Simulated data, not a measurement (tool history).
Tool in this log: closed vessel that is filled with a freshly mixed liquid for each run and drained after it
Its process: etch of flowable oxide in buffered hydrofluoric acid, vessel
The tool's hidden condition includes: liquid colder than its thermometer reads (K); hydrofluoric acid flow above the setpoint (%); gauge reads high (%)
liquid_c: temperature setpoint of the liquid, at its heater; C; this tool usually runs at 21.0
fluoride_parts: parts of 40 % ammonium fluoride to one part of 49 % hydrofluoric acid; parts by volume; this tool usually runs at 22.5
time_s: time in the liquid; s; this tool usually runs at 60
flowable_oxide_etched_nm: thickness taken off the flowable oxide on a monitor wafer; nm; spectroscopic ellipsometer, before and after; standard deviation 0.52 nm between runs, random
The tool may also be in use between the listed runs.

| run | day | liquid_c | fluoride_parts | time_s | wafers since the last listed run | hours since the thermometer was replaced | hours since the hydrofluoric acid flow meter was replaced | hours since the gauge calibration | read-back film thickness of the flowable oxide reference wafer, read on the same gauge (nm) | flowable_oxide_etched_nm |
|---|---|---|---|---|---|---|---|---|---|---|
| 1 | 0.000 | 22.5 | 16.0 | 60 | 0 | 2525.5 | 491.0 | 206.8 | 39.98 | 105.30 |
| 2 | 2.267 | 22.5 | 16.0 | 60 | 3595 | 2579.9 | 545.4 | 261.2 | 39.97 | 106.11 |
| 3 | 2.921 | 22.5 | 16.0 | 60 | 1037 | 2595.6 | 561.1 | 276.9 | 40.02 | 106.91 |
| 4 | 3.921 | 21.0 | 16.0 | 60 | 1586 | 2619.6 | 585.1 | 300.9 | 40.01 | 98.46 |
| 5 | 5.308 | 21.0 | 29.0 | 60 | 2201 | 2652.9 | 618.4 | 334.2 | 39.99 | 60.65 |
| 6 | 6.508 | 21.0 | 29.0 | 60 | 1903 | 2681.7 | 647.2 | 363.0 | 40.00 | 61.30 |
| 7 | 7.733 | 21.0 | 27.5 | 60 | 1943 | 2711.1 | 676.6 | 392.4 | 40.01 | 62.83 |
| 8 | 9.129 | 21.0 | 22.5 | 60 | 2214 | 2744.6 | 710.1 | 425.9 | 40.02 | 72.52 |
| 9 | 9.992 | 21.0 | 22.5 | 60 | 1368 | 2765.3 | 730.8 | 446.6 | 40.01 | 71.74 |
| 10 | 11.108 | 21.0 | 22.5 | 60 | 1771 | 2792.1 | 757.6 | 473.4 | 39.98 | 71.80 |
|  | 11.250 | thermometer replaced |
|  | 11.825 | hydrofluoric acid flow meter replaced |
| 11 | 13.771 | 21.0 | 22.5 | 40 | 4091 | 60.5 | 46.7 | 537.3 | 40.01 | 45.97 |
|  | 13.817 | gauge calibrated |
| 12 | 17.425 | 19.5 | 19.5 | 85 | 5796 | 148.2 | 134.4 | 86.6 | 39.98 | 101.25 |
| 13 | 18.233 | 21.0 | 22.5 | 60 | 1282 | 167.6 | 153.8 | 106.0 | 40.00 | 70.23 |
| 14 | 19.621 | 23.0 | 19.5 | 50 | 2201 | 200.9 | 187.1 | 139.3 | 40.03 | 73.65 |
| 15 | 20.988 | 23.0 | 22.5 | 35 | 2168 | 233.7 | 219.9 | 172.1 | 39.98 | 45.85 |
| 16 | 21.729 | 21.0 | 22.5 | 60 | 1176 | 251.5 | 237.7 | 189.9 | 40.01 | 70.31 |
| 17 | 22.550 | 19.5 | 16.5 | 30 | 1302 | 271.2 | 257.4 | 209.6 | 40.00 | 42.32 |
| 18 | 23.604 | 21.0 | 16.5 | 90 | 1672 | 296.5 | 282.7 | 234.9 | 40.00 | 139.17 |
| 19 | 24.158 | 23.0 | 19.5 | 50 | 879 | 309.8 | 296.0 | 248.2 | 40.00 | 73.73 |
| 20 | 24.871 | 23.5 | 29.5 | 60 | 1130 | 326.9 | 313.1 | 265.3 | 40.01 | 67.18 |

Forecast each of these 5 alternatives for the next run:
| A | 24.900 | 21.0 | 22.5 | 60 | 46 | 327.6 | 313.8 | 266.0 | ? | ? |
| B | 24.900 | 21.0 | 26.5 | 60 | 46 | 327.6 | 313.8 | 266.0 | ? | ? |
| C | 24.900 | 18.0 | 15.5 | 60 | 46 | 327.6 | 313.8 | 266.0 | ? | ? |
| D | 24.900 | 17.0 | 22.5 | 60 | 46 | 327.6 | 313.8 | 266.0 | ? | ? |
| E | 24.900 | 21.0 | 30.0 | 60 | 46 | 327.6 | 313.8 | 266.0 | ? | ? |

| run | read-back film thickness of the flowable oxide reference wafer, read on the same gauge (nm) | flowable_oxide_etched_nm |
|---|---|---|
| A | 40.02 | 69.58 |
| B | 40.02 | 62.15 |
| C | 40.02 | 83.09 |
| D | 40.02 | 55.49 |
| E | 40.02 | 57.04 |
Without the tool's unlogged condition, the same runs would have read:
| run | flowable_oxide_etched_nm |
|---|---|
| A | 67.40 |
| B | 60.20 |
| C | 79.40 |
| D | 53.75 |
| E | 55.26 |

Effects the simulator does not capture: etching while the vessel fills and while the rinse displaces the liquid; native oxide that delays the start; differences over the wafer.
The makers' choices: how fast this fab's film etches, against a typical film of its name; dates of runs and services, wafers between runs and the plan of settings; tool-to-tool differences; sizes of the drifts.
